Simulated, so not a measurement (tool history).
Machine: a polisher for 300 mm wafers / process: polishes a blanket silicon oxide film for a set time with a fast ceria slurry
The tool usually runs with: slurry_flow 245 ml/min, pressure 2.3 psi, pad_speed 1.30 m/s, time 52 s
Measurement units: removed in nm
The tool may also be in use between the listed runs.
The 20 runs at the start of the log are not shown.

run	day	slurry_flow	pressure	pad_speed	time	incoming thickness of the incoming film, nm	removed
21	42.342	245	2.3	1.30	70	2462.4	1303.5
# day 42.808: slurry nozzle cleaned
22	43.733	275	2.3	1.30	52	2478.8	971.3
23	45.642	245	2.7	1.30	69	2488.2	1440.6
24	47.329	245	2.3	1.30	52	2466.2	960.0
25	49.542	245	2.3	1.10	43	2518.4	667.9
# day 50.421: worn pad replaced by a new one
# day 50.996: head pressure recalibrated
26	51.254	245	2.3	1.30	52	2481.7	1045.4
27	53.733	295	2.3	1.30	52	2468.6	1054.1
28	56.229	165	2.8	1.42	64	2472.0	1540.8
29	59.208	305	3.1	1.66	52	2471.6	1683.9
30	60.225	325	2.3	1.64	52	2480.0	1291.9
31	62.258	245	2.3	1.30	52	2500.3	1000.2
32	64.688	210	2.3	1.30	52	2504.9	967.3
33	67.062	245	2.3	1.30	52	2543.7	985.0
34	68.371	245	2.3	1.30	66	2488.1	1208.7
35	69.846	245	2.3	1.30	52	2440.3	963.1
# day 71.396: worn pad replaced by a new one
36	72.592	245	2.3	1.30	52	2514.1	967.1
37	75.504	310	2.7	1.06	68	2490.8	1199.2
38	76.917	245	2.3	1.30	52	2486.5	943.2

Branching from run 38: 3 alternative next runs. What would each branch give?
A	76.933	245	2.3	1.30	52	2442.9	?
B	76.933	245	2.3	1.56	52	2442.9	?
C	76.933	245	1.9	1.02	66	2442.9	?

run	removed
A	966.2
B	1159.4
C	824.9
What these runs would have given with no unlogged condition in the tool:
run	removed
A	1060.4
B	1272.5
C	905.4
